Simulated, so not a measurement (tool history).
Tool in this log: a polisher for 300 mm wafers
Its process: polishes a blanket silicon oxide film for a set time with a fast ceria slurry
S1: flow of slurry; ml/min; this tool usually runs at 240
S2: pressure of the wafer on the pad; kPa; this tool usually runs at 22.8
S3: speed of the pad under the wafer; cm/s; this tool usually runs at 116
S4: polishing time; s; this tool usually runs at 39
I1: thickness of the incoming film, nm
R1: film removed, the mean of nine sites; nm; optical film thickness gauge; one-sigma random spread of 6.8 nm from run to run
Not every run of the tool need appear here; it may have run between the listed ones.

run,hour,S1,S2,S3,S4,I1,R1
1,0,285,22.8,116,39,2369.2,800.5
2,83.7,285,22.8,116,39,2410.4,804
# hour 119.2: worn pad replaced by a new one
3,188.8,285,22.8,116,39,2408.7,803.3
4,246,265,22.8,116,39,2354.9,804.6
5,350.1,240,22.8,116,39,2376.1,818.8
6,399.6,240,22.8,116,32,2383.5,666.7
7,504.8,240,22.8,116,32,2422.3,688.8
# hour 515.8: worn pad replaced by a new one
8,558.9,240,22.8,116,39,2403.1,830.2
# hour 600.1: head pressure recalibrated
# hour 627.8: slurry nozzle cleaned
9,646.8,240,22.8,116,39,2400.3,658.8
10,696.5,240,26.9,116,39,2358,789.3
11,743.5,240,26.9,116,39,2369.7,796.6
# hour 828.4: worn pad replaced by a new one
12,828.9,240,25.5,116,39,2367.9,743
# hour 886.5: head pressure recalibrated, repeated, since the last time left the tool worse
# hour 1145.9: worn pad replaced by a new one
13,1146.4,240,22.8,116,39,2440.8,789.2
14,1233.6,305,29.6,154,39,2406,1301.7
15,1312,220,16.5,80,39,2374.9,443.7
16,1384.5,170,28.3,150,30,2407,925.9
17,1421.6,240,27.6,116,27,2399.1,690.8
# hour 1456.6: slurry nozzle cleaned
# hour 1513.7: worn pad replaced by a new one
18,1527.9,240,22.8,116,39,2400.1,820.6
19,1605.5,240,22.8,126,39,2339.2,884.6
20,1652.2,310,22.8,116,39,2386.1,851.9
21,1691.2,210,26.2,84,52,2415.2,1000.5
22,1729.6,240,22.8,116,39,2358.3,834.5
23,1814.9,240,22.8,116,39,2424.7,846.9

Consider 5 possible next runs. They are alternatives, not a sequence: every one starts from the tool as it was left by run 23. What does each give?
A,1815.3,240,22.8,116,26,2405.2,?
B,1815.3,305,22.8,116,39,2405.2,?
C,1815.3,240,29.6,116,39,2405.2,?
D,1815.3,240,27.6,116,39,2405.2,?
E,1815.3,240,22.8,136,39,2405.2,?

run,R1
A,575.2
B,877.6
C,1124.3
D,1045.8
E,976.2
Without the tool's unlogged condition, the same runs would have read:
run,R1
A,531.1
B,810.3
C,1038.1
D,965.7
E,901.4
